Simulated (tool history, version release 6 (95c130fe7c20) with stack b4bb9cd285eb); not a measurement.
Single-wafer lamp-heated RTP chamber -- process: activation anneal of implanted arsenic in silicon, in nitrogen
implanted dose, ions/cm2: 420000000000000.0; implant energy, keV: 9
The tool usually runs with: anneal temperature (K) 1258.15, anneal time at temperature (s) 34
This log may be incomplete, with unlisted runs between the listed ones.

run,hour,anneal temperature (K),anneal time at temperature (s),"read-back reference wafer on the same gauge, sheet resistance",sheet resistance of the implanted and annealed layer (ohm/square)
1,0.0,1258.15,34,244.09,266.00
2,71.4,1250.15,34,244.19,269.36
# hour 113.7: reflector plate cleaned
3,129.6,1258.15,34,243.89,265.53
4,155.2,1258.15,34,244.31,265.18
5,187.9,1258.15,34,243.88,265.00
6,247.9,1258.15,34,244.03,264.59
7,298.2,1258.15,34,243.95,264.66
# hour 321.1: pyrometer window cleaned and pyrometer calibrated
8,363.1,1258.15,34,243.91,265.33
9,431.2,1258.15,27,243.90,268.18
10,486.7,1258.15,34,243.97,264.17
11,548.3,1258.15,34,244.02,264.14
12,598.8,1258.15,34,244.27,264.05
# hour 675.7: reflector plate cleaned, repeated, since the last time left the tool worse
# hour 771.3: pyrometer window cleaned and pyrometer calibrated
13,793.1,1258.15,34,244.04,266.45
14,843.6,1258.15,34,243.99,266.00
15,887.4,1258.15,34,243.83,266.91
16,927.1,1258.15,34,243.99,266.68
17,970.2,1258.15,34,244.38,265.54
18,1040.7,1258.15,34,243.78,266.06
19,1101.2,1286.15,42,244.10,253.60
# hour 1133.4: reflector plate cleaned
20,1133.9,1258.15,34,243.93,267.94
21,1183.3,1266.15,26,244.04,268.31
# hour 1267.2: pyrometer window cleaned and pyrometer calibrated
22,1302.0,1287.15,44,244.03,253.46

Estimate the outcome of run 23 from the log above:
# hour 1347.7: gauge calibrated
23,1354.1,1258.15,34,?,?

{"run 23": {"read-back reference wafer on the same gauge, sheet resistance": 243.75, "sheet resistance of the implanted and annealed layer (ohm/square)": 265.76}}
If the tool had no hidden condition, the same run with the same run-to-run variation would have returned sheet resistance of the implanted and annealed layer (ohm/square) 266.52.
